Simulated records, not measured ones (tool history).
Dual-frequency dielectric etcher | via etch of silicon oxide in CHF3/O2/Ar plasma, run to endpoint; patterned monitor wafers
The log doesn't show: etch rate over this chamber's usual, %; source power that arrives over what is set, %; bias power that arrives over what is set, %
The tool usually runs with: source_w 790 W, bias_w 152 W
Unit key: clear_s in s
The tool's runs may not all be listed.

run	day	source_w	bias_w	wafers since the last listed run	hours since the last wet clean	hours since the last source power generator calibration	hours since the last bias power generator calibration	hours since the last upper electrode change	incoming incoming film thickness, nm	clear_s
1	0.000	860	137	0	5.4	2815.6	2669.9	2309.3	659.3	331.0
2	2.262	860	137	301	59.7	2869.9	2724.2	2363.6	650.0	331.6
3	9.092	860	137	909	223.6	3033.8	2888.1	2527.5	653.1	324.9
4	11.333	790	152	298	277.4	3087.6	2941.9	2581.3	653.4	314.5
5	12.862	790	152	203	314.1	3124.3	2978.6	2618.0	654.5	318.4
6	14.146	840	134	171	344.9	3155.1	3009.4	2648.8	654.7	325.9
7	16.083	840	134	258	391.4	3201.6	3055.9	2695.3	647.2	326.2
# day 19.342: wet clean of the chamber
8	19.362	790	152	303	0.5	3280.3	3134.6	2774.0	650.8	328.0
9	20.438	790	152	143	26.3	3306.1	3160.4	2799.8	651.8	326.6
10	22.004	790	152	208	63.9	3343.7	3198.0	2837.4	653.5	323.8
11	23.296	870	152	172	94.9	3374.7	3229.0	2868.4	648.8	318.4
12	26.179	870	152	384	164.1	3443.9	3298.2	2937.6	655.7	316.8
# day 26.438: source power generator calibrated
13	28.083	870	152	231	209.8	39.5	3343.9	2983.3	647.1	312.9
14	30.508	640	144	323	268.0	97.7	3402.1	3041.5	659.1	336.1
15	32.804	990	125	305	323.1	152.8	3457.2	3096.6	653.5	319.2
16	34.779	790	152	263	370.5	200.2	3504.6	3144.0	650.7	310.2
17	36.071	790	116	172	401.5	231.2	3535.6	3175.0	653.7	342.6
# day 38.333: upper electrode replaced
18	38.517	860	137	192	460.2	289.9	3594.3	4.4	648.3	316.6
19	41.000	790	179	330	519.8	349.5	3653.9	64.0	655.9	297.0
# day 42.050: wet clean of the chamber
20	42.354	790	135	47	7.3	382.0	3686.4	96.5	645.4	331.6
21	44.300	910	152	259	54.0	428.7	3733.1	143.2	650.1	311.4
22	45.342	790	152	138	79.0	453.7	3758.1	168.2	654.2	323.4
# day 45.642: bias power generator calibrated
23	47.417	700	175	254	128.8	503.5	42.6	218.0	650.1	314.7
24	49.758	840	134	312	185.0	559.7	98.8	274.2	650.8	320.4
25	57.462	630	185	1026	369.9	744.6	283.7	459.1	658.4	310.7
26	58.546	640	144	144	395.9	770.6	309.7	485.1	659.0	330.4
27	60.021	960	188	196	431.3	806.0	345.1	520.5	656.9	281.9
# day 62.275: wet clean of the chamber
28	62.296	670	152	169	0.5	860.6	399.7	575.1	654.8	334.8
29	62.942	790	152	86	16.0	876.1	415.2	590.6	649.5	321.8

Entry by entry between the runs, the difference in hidden state between the last listed run before and the first listed run after:
Runs 7 to 8: wet clean of the chamber (day 19.342)
  etch rate over this chamber's usual, %: 3.91 -> 0.0903
  the result without the hidden state subtracted from the measured one, clear_s: -12.8 -> -0.3 s
Runs 12 to 13: source power generator calibrated (day 26.438)
  etch rate over this chamber's usual, %: 1.72 -> 2.17
  the result without the hidden state subtracted from the measured one, clear_s: -5.5 -> -6.8 s
Runs 17 to 18: upper electrode replaced (day 38.333)
  etch rate over this chamber's usual, %: 4.08 -> 4.66
  the result without the hidden state subtracted from the measured one, clear_s: -13.9 -> -14.8 s
Runs 19 to 20: wet clean of the chamber (day 42.050)
  etch rate over this chamber's usual, %: 5.26 -> 0.814
  the result without the hidden state subtracted from the measured one, clear_s: -15.6 -> -2.7 s
Runs 22 to 23: bias power generator calibrated (day 45.642)
  etch rate over this chamber's usual, %: 1.53 -> 2.02
  the result without the hidden state subtracted from the measured one, clear_s: -5.0 -> -6.3 s
Runs 27 to 28: wet clean of the chamber (day 62.275)
  etch rate over this chamber's usual, %: 5.03 -> 0.0406
  the result without the hidden state subtracted from the measured one, clear_s: -14.2 -> -0.1 s

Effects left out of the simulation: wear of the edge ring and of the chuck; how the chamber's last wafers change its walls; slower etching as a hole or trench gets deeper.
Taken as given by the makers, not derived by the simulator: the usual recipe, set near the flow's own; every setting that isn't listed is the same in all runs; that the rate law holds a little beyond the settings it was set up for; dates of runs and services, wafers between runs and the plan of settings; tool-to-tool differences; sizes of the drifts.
